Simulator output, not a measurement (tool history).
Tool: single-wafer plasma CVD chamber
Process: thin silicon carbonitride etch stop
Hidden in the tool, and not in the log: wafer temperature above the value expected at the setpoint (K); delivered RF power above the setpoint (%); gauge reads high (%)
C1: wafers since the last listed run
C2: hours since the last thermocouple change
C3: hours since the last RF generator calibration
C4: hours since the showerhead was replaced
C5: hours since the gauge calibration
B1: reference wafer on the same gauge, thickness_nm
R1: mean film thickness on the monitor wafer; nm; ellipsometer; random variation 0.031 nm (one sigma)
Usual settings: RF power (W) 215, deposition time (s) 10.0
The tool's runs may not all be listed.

{"run": 1, "hour": 0.0, "RF power (W)": 215, "deposition time (s)": 10.0, "C1": 0, "C2": 786.5, "C3": 692.2, "C4": 2463.8, "C5": 458.2, "B1": 6.541, "R1": 7.012}
{"run": 2, "hour": 21.4, "RF power (W)": 215, "deposition time (s)": 10.0, "C1": 384, "C2": 807.9, "C3": 713.6, "C4": 2485.2, "C5": 479.6, "B1": 6.527, "R1": 7.015}
{"run": 3, "hour": 35.8, "RF power (W)": 215, "deposition time (s)": 10.0, "C1": 258, "C2": 822.3, "C3": 728.0, "C4": 2499.6, "C5": 494.0, "B1": 6.53, "R1": 6.943}
{"run": 4, "hour": 66.7, "RF power (W)": 215, "deposition time (s)": 8.4, "C1": 555, "C2": 853.2, "C3": 758.9, "C4": 2530.5, "C5": 524.9, "B1": 6.524, "R1": 5.847}
{"run": 5, "hour": 130.1, "RF power (W)": 215, "deposition time (s)": 8.4, "C1": 1139, "C2": 916.6, "C3": 822.3, "C4": 2593.9, "C5": 588.3, "B1": 6.496, "R1": 5.876}
{"run": 6, "hour": 158.5, "RF power (W)": 215, "deposition time (s)": 8.4, "C1": 510, "C2": 945.0, "C3": 850.7, "C4": 2622.3, "C5": 616.7, "B1": 6.489, "R1": 5.863}
{"run": 7, "hour": 176.9, "RF power (W)": 215, "deposition time (s)": 10.0, "C1": 330, "C2": 963.4, "C3": 869.1, "C4": 2640.7, "C5": 635.1, "B1": 6.479, "R1": 6.94}
{"run": 8, "hour": 202.8, "RF power (W)": 215, "deposition time (s)": 10.0, "C1": 465, "C2": 989.3, "C3": 895.0, "C4": 2666.6, "C5": 661.0, "B1": 6.481, "R1": 6.975}
{"hour": 268.8, "done": "gauge calibrated"}
{"run": 9, "hour": 279.5, "RF power (W)": 215, "deposition time (s)": 10.0, "C1": 1378, "C2": 1066.0, "C3": 971.7, "C4": 2743.3, "C5": 10.7, "B1": 6.615, "R1": 7.145}
{"run": 10, "hour": 303.7, "RF power (W)": 215, "deposition time (s)": 10.0, "C1": 435, "C2": 1090.2, "C3": 995.9, "C4": 2767.5, "C5": 34.9, "B1": 6.617, "R1": 7.094}
{"run": 11, "hour": 328.3, "RF power (W)": 255, "deposition time (s)": 10.0, "C1": 442, "C2": 1114.8, "C3": 1020.5, "C4": 2792.1, "C5": 59.5, "B1": 6.601, "R1": 7.549}
{"hour": 373.5, "done": "RF generator calibrated"}
{"run": 12, "hour": 425.5, "RF power (W)": 215, "deposition time (s)": 11.9, "C1": 1603, "C2": 1212.0, "C3": 52.0, "C4": 2889.3, "C5": 156.7, "B1": 6.573, "R1": 8.418}
{"run": 13, "hour": 450.5, "RF power (W)": 215, "deposition time (s)": 10.0, "C1": 449, "C2": 1237.0, "C3": 77.0, "C4": 2914.3, "C5": 181.7, "B1": 6.558, "R1": 7.071}
{"run": 14, "hour": 480.5, "RF power (W)": 200, "deposition time (s)": 10.7, "C1": 539, "C2": 1267.0, "C3": 107.0, "C4": 2944.3, "C5": 211.7, "B1": 6.546, "R1": 7.255}
{"hour": 506.5, "done": "showerhead replaced"}
{"run": 15, "hour": 513.5, "RF power (W)": 240, "deposition time (s)": 11.8, "C1": 449, "C2": 1300.0, "C3": 140.0, "C4": 7.0, "C5": 244.7, "B1": 6.55, "R1": 8.615}
{"run": 16, "hour": 538.8, "RF power (W)": 175, "deposition time (s)": 10.9, "C1": 454, "C2": 1325.3, "C3": 165.3, "C4": 32.3, "C5": 270.0, "B1": 6.55, "R1": 7.109}
{"run": 17, "hour": 571.2, "RF power (W)": 255, "deposition time (s)": 8.2, "C1": 582, "C2": 1357.7, "C3": 197.7, "C4": 64.7, "C5": 302.4, "B1": 6.535, "R1": 6.099}
{"hour": 596.5, "done": "thermocouple changed; heater temperature recalibrated"}
{"run": 18, "hour": 597.0, "RF power (W)": 185, "deposition time (s)": 10.0, "C1": 320, "C2": 0.5, "C3": 223.5, "C4": 90.5, "C5": 328.2, "B1": 6.518, "R1": 6.662}
{"run": 19, "hour": 621.7, "RF power (W)": 215, "deposition time (s)": 8.1, "C1": 444, "C2": 25.2, "C3": 248.2, "C4": 115.2, "C5": 352.9, "B1": 6.516, "R1": 5.71}
{"run": 20, "hour": 726.2, "RF power (W)": 215, "deposition time (s)": 10.0, "C1": 1878, "C2": 129.7, "C3": 352.7, "C4": 219.7, "C5": 457.4, "B1": 6.493, "R1": 6.966}
{"run": 21, "hour": 747.8, "RF power (W)": 215, "deposition time (s)": 10.0, "C1": 388, "C2": 151.3, "C3": 374.3, "C4": 241.3, "C5": 479.0, "B1": 6.488, "R1": 6.934}

Forecast each of these 3 alternatives for the next run:
{"run": "A", "hour": 748.2, "RF power (W)": 200, "deposition time (s)": 10.0, "C1": 7, "C2": 151.7, "C3": 374.7, "C4": 241.7, "C5": 479.4, "B1": "?", "R1": "?"}
{"run": "B", "hour": 748.2, "RF power (W)": 215, "deposition time (s)": 8.8, "C1": 7, "C2": 151.7, "C3": 374.7, "C4": 241.7, "C5": 479.4, "B1": "?", "R1": "?"}
{"run": "C", "hour": 748.2, "RF power (W)": 190, "deposition time (s)": 10.9, "C1": 7, "C2": 151.7, "C3": 374.7, "C4": 241.7, "C5": 479.4, "B1": "?", "R1": "?"}

run=A B1=6.489 R1=6.774
run=B B1=6.489 R1=6.119
run=C B1=6.489 R1=7.246
Without the tool's hidden state the same runs would have given:
run=A R1=6.936
run=B R1=6.266
run=C R1=7.420
